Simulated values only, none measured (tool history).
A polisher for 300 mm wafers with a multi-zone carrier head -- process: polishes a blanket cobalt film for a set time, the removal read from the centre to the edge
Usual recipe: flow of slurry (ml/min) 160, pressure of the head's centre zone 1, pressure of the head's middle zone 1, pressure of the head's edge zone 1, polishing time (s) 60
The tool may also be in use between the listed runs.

| run | day | flow of slurry (ml/min) | pressure of the head's centre zone | pressure of the head's middle zone | pressure of the head's edge zone | polishing time (s) | wafers since the last listed run | wafers polished on this pad | hours since the slurry nozzle was cleaned | hours since the centre zone pressure was calibrated | hours since the edge zone pressure was calibrated | hours since the carrier head's membrane was replaced | incoming thickness of the incoming film, nm | film removed at the wafer's centre (nm) | film removed at mid-radius (nm) | film removed at the wafer's edge (nm) |
|---|---|---|---|---|---|---|---|---|---|---|---|---|---|---|---|---|
| 1 | 0 | 160 | 1.05 | 1 | 1 | 60 | 0 | 1209 | 668.7 | 359.7 | 859.9 | 812.5 | 1512.4 | 222.5 | 214.9 | 228 |
|  | 0.542 | worn pad replaced by a new one |
| 2 | 0.679 | 160 | 1.05 | 1 | 1 | 60 | 185 | 50 | 685 | 376 | 876.2 | 828.8 | 1530.2 | 228 | 218.2 | 229.1 |
|  | 3.775 | worn pad replaced by a new one |
| 3 | 4.312 | 160 | 1.05 | 1 | 1 | 60 | 1251 | 193 | 772.2 | 463.2 | 963.4 | 916 | 1555 | 224.4 | 213.8 | 218.4 |
| 4 | 5.267 | 160 | 1 | 1 | 1 | 60 | 344 | 538 | 795.1 | 486.1 | 986.3 | 938.9 | 1521.8 | 217.9 | 210.1 | 224.5 |
| 5 | 6.05 | 160 | 1 | 1 | 1 | 60 | 282 | 821 | 813.9 | 504.9 | 1005.1 | 957.7 | 1555.2 | 219.9 | 208.6 | 224 |
| 6 | 7.071 | 160 | 1 | 1 | 1 | 60 | 368 | 1189 | 838.4 | 529.4 | 1029.6 | 982.2 | 1526.2 | 215.9 | 208.7 | 221.4 |
|  | 7.496 | carrier head's membrane replaced by a new one |
|  | 8.012 | worn pad replaced by a new one |
|  | 8.204 | slurry nozzle cleaned |
| 7 | 8.233 | 160 | 1 | 1 | 1 | 71 | 269 | 65 | 0.7 | 557.3 | 1057.5 | 17.7 | 1544.6 | 292 | 276.1 | 282.4 |
|  | 8.5 | centre zone pressure recalibrated |
| 8 | 9.075 | 160 | 1 | 1 | 1 | 60 | 273 | 339 | 20.9 | 13.8 | 1077.7 | 37.9 | 1536.9 | 231.1 | 229.9 | 239.2 |
|  | 11.542 | worn pad replaced by a new one |
|  | 12.35 | edge zone pressure recalibrated |
| 9 | 12.508 | 160 | 0.9 | 1 | 1 | 60 | 1149 | 318 | 103.3 | 96.2 | 3.8 | 120.3 | 1522.2 | 214.8 | 229.7 | 233.3 |
| 10 | 13.825 | 160 | 0.89 | 1 | 1 | 60 | 475 | 793 | 134.9 | 127.8 | 35.4 | 151.9 | 1519.3 | 210.7 | 226.8 | 236.6 |
|  | 14.95 | worn pad replaced by a new one |
| 11 | 14.971 | 160 | 1 | 1 | 1 | 60 | 353 | 8 | 162.4 | 155.3 | 62.9 | 179.4 | 1532.9 | 227.6 | 227.4 | 233.2 |
| 12 | 15.454 | 160 | 1 | 1 | 0.93 | 50 | 174 | 182 | 174 | 166.9 | 74.5 | 191 | 1500 | 190.3 | 189.7 | 191.9 |
| 13 | 16.242 | 160 | 1 | 0.88 | 1 | 60 | 284 | 466 | 192.9 | 185.8 | 93.4 | 209.9 | 1545.5 | 228 | 204.8 | 232.5 |
| 14 | 17.121 | 160 | 1 | 1 | 1 | 60 | 317 | 784 | 214 | 206.9 | 114.5 | 231 | 1537.8 | 228.2 | 224.6 | 234.2 |
| 15 | 18.133 | 160 | 1 | 1 | 0.88 | 60 | 365 | 1149 | 238.3 | 231.2 | 138.8 | 255.3 | 1509.4 | 232.3 | 223.8 | 221.3 |
|  | 18.721 | worn pad replaced by a new one |
| 16 | 18.804 | 210 | 1 | 0.91 | 1 | 50 | 182 | 30 | 254.4 | 247.3 | 154.9 | 271.4 | 1521.7 | 200 | 182.9 | 198.3 |

Hidden state or all else? Some run-to-run changes of film removed at the wafer's centre (nm), split into what the settings, what came in and random variation would give without the hidden state, and what is left for the hidden state (with any gauge scatter that isn't in both results):
Unlogged tool condition in this case: removal rate lost through wear of the pad, %; slurry flow missing at the pad, %; deviation of the centre zone's pressure from its setpoint, %; deviation of the edge zone's pressure from its setpoint, %.
Run 6 -> 7: polishing time (s) 60 -> 71, carrier head's membrane replaced by a new one, worn pad replaced by a new one, slurry nozzle cleaned. film removed at the wafer's centre (nm) +76.1: hidden state +31, all else +45.1.
